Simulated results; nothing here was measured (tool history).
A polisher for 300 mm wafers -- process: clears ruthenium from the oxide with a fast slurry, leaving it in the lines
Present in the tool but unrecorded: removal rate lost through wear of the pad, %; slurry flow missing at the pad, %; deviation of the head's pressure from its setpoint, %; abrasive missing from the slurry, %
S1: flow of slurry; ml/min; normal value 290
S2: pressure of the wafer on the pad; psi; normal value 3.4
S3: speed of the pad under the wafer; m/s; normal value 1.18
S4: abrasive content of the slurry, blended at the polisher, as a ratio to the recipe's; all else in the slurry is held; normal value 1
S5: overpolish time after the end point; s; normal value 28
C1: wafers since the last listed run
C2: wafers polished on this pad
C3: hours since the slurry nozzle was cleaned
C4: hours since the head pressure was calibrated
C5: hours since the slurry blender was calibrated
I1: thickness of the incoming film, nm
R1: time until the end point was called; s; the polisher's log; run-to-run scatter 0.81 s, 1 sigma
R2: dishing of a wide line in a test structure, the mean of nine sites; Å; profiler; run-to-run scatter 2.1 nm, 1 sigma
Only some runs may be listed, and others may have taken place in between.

Run 1, hour 0: usual settings; C1 0; C2 2350; C3 368.5; C4 134.5; C5 276.5; I1 299.8. Result: R1 60.7 s, R2 823 Å.
Run 2, hour 63.6: usual settings; C1 420; C2 2770; C3 432.1; C4 198.1; C5 340.1; I1 298.6. Result: R1 61.9 s, R2 816 Å.
At hour 96.4: worn pad replaced by a new one.
Run 3, hour 134.1: usual settings; C1 439; C2 249; C3 502.6; C4 268.6; C5 410.6; I1 299.7. Result: R1 54.6 s, R2 843 Å.
Run 4, hour 163.6: usual settings; C1 194; C2 444; C3 532.1; C4 298.1; C5 440.1; I1 294.9. Result: R1 54.6 s, R2 842 Å.
At hour 173.2: slurry nozzle cleaned.
Run 5, hour 215.6: usual settings but S2 4.3 psi; C1 337; C2 781; C3 42.4; C4 350.1; C5 492.1; I1 299.4. Result: R1 46.2 s, R2 921 Å.
At hour 239: slurry blender recalibrated.
Run 6, hour 408.9: usual settings but S3 1.46 m/s, S4 0.8; C1 1264; C2 2045; C3 235.7; C4 543.4; C5 169.9; I1 300.6. Result: R1 58.3 s, R2 881 Å.
Run 7, hour 471.1: usual settings but S1 230 ml/min, S3 0.82 m/s, S5 42 s; C1 411; C2 2456; C3 297.9; C4 605.6; C5 232.1; I1 297. Result: R1 74.8 s, R2 903 Å.
Run 8, hour 517.5: usual settings but S5 22 s; C1 306; C2 2763; C3 344.3; C4 652; C5 278.5; I1 304.3. Result: R1 63.3 s, R2 685 Å.
Run 9, hour 582: usual settings; C1 426; C2 3189; C3 408.8; C4 716.5; C5 343; I1 302.4. Result: R1 64.7 s, R2 756 Å.
At hour 627.5: worn pad replaced by a new one.
Run 10, hour 628: usual settings but S3 0.88 m/s; C1 277; C2 3; C3 454.8; C4 762.5; C5 389; I1 303.2. Result: R1 64.4 s, R2 793 Å.
At hour 665.4: slurry blender recalibrated.
At hour 668.1: head pressure recalibrated.
Run 11, hour 676.7: usual settings; C1 295; C2 298; C3 503.5; C4 8.6; C5 11.3; I1 294.9. Result: R1 54.4 s, R2 873 Å.
Run 12, hour 742.4: usual settings; C1 434; C2 732; C3 569.2; C4 74.3; C5 77; I1 299.3. Result: R1 56.8 s, R2 813 Å.
At hour 762.9: slurry nozzle cleaned.
Run 13, hour 767.8: usual settings but S4 0.85, S5 37 s; C1 161; C2 894; C3 4.9; C4 99.7; C5 102.4; I1 301.8. Result: R1 59.6 s, R2 1001 Å.
Run 14, hour 814.8: usual settings; C1 310; C2 1204; C3 51.9; C4 146.7; C5 149.4; I1 298.5. Result: R1 57.7 s, R2 808 Å.
Run 15, hour 880.7: usual settings but S1 230 ml/min, S4 0.7; C1 435; C2 1640; C3 117.8; C4 212.6; C5 215.3; I1 305.4. Result: R1 69.5 s, R2 760 Å.
Run 16, hour 930.4: usual settings but S2 3.8 psi, S3 1.06 m/s, S4 1.25; C1 328; C2 1968; C3 167.5; C4 262.3; C5 265; I1 295.1. Result: R1 51.7 s, R2 891 Å.
Run 17, hour 997.8: usual settings but S3 0.94 m/s; C1 445; C2 2414; C3 234.9; C4 329.7; C5 332.4; I1 299.1. Result: R1 69.2 s, R2 730 Å.
Run 18, hour 1066.6: usual settings but S3 1.02 m/s, S4 1.25; C1 454; C2 2868; C3 303.7; C4 398.5; C5 401.2; I1 301. Result: R1 63 s, R2 801 Å.
At hour 1085.4: slurry blender recalibrated.
Run 19, hour 1096.2: usual settings but S3 1.32 m/s, S4 0.8, S5 17 s; C1 182; C2 3051; C3 333.3; C4 428.1; C5 10.8; I1 298.7. Result: R1 63.8 s, R2 557 Å.
At hour 1142.4: worn pad replaced by a new one.
Run 20, hour 1152.5: usual settings but S1 355 ml/min, S5 38 s; C1 345; C2 66; C3 389.6; C4 484.4; C5 67.1; I1 305. Result: R1 54.6 s, R2 1047 Å.
Run 21, hour 1216.4: usual settings; C1 422; C2 488; C3 453.5; C4 548.3; C5 131; I1 299.3. Result: R1 55.9 s, R2 822 Å.
Run 22, hour 1278.1: usual settings but S2 4.2 psi, S4 0.85, S5 33 s; C1 407; C2 896; C3 515.2; C4 610; C5 192.7; I1 303.4. Result: R1 49.3 s, R2 986 Å.
Run 23, hour 1324.9: usual settings but S1 245 ml/min, S2 3 psi, S3 0.84 m/s, S4 0.9; C1 309; C2 1205; C3 562; C4 656.8; C5 239.5; I1 298.2. Result: R1 83.2 s, R2 690 Å.
Run 24, hour 1374.7: usual settings but S1 210 ml/min, S2 4.3 psi, S3 1.02 m/s, S4 1.2; C1 329; C2 1534; C3 611.8; C4 706.6; C5 289.3; I1 295.6. Result: R1 47.7 s, R2 866 Å.
At hour 1385.2: head pressure recalibrated.
At hour 1423: slurry nozzle cleaned.
Run 25, hour 1427.7: usual settings but S2 2.3 psi, S3 0.98 m/s, S4 0.75; C1 330; C2 1865; C3 4.7; C4 42.5; C5 342.3; I1 303.3. Result: R1 103 s, R2 572 Å.
Run 26, hour 1489.4: usual settings; C1 407; C2 2273; C3 66.4; C4 104.2; C5 404; I1 302.2. Result: R1 60.4 s, R2 846 Å.
At hour 1502: slurry blender recalibrated.
Run 27, hour 1516.5: usual settings but S1 255 ml/min, S4 0.8, S5 21 s; C1 165; C2 2438; C3 93.5; C4 131.3; C5 14.5; I1 300.4. Result: R1 66.1 s, R2 622 Å.

Consider 5 possible next runs. They are alternatives, not a sequence: every one starts from the tool as it was left by run 27. What does each give?
Run A, hour 1516.9: usual settings but S1 245 ml/min; C1 2; C2 2441; C3 93.9; C4 131.7; C5 14.9; I1 301.1. Result: R1 ?, R2 ?.
Run B, hour 1516.9: usual settings but S1 205 ml/min, S5 40 s; C1 2; C2 2441; C3 93.9; C4 131.7; C5 14.9; I1 301.1. Result: R1 ?, R2 ?.
Run C, hour 1516.9: usual settings but S2 2.9 psi, S3 1.32 m/s, S4 0.7; C1 2; C2 2441; C3 93.9; C4 131.7; C5 14.9; I1 301.1. Result: R1 ?, R2 ?.
Run D, hour 1516.9: usual settings but S1 345 ml/min, S3 0.78 m/s, S4 1.1, S5 34 s; C1 2; C2 2441; C3 93.9; C4 131.7; C5 14.9; I1 301.1. Result: R1 ?, R2 ?.
Run E, hour 1516.9: usual settings but S2 4.5 psi, S4 1.25, S5 22 s; C1 2; C2 2441; C3 93.9; C4 131.7; C5 14.9; I1 301.1. Result: R1 ?, R2 ?.

run    R1    R2
  A  61.1   833
  B  62.7  1004
  C  73.7   738
  D  71.8   850
  E  43.1   889
The same runs, with their run-to-run variation unchanged, on a tool lacking any hidden condition would have given:
run    R1    R2
  A  55.3   885
  B  56.6  1054
  C  66.6   789
  D  64.9   903
  E    39   941

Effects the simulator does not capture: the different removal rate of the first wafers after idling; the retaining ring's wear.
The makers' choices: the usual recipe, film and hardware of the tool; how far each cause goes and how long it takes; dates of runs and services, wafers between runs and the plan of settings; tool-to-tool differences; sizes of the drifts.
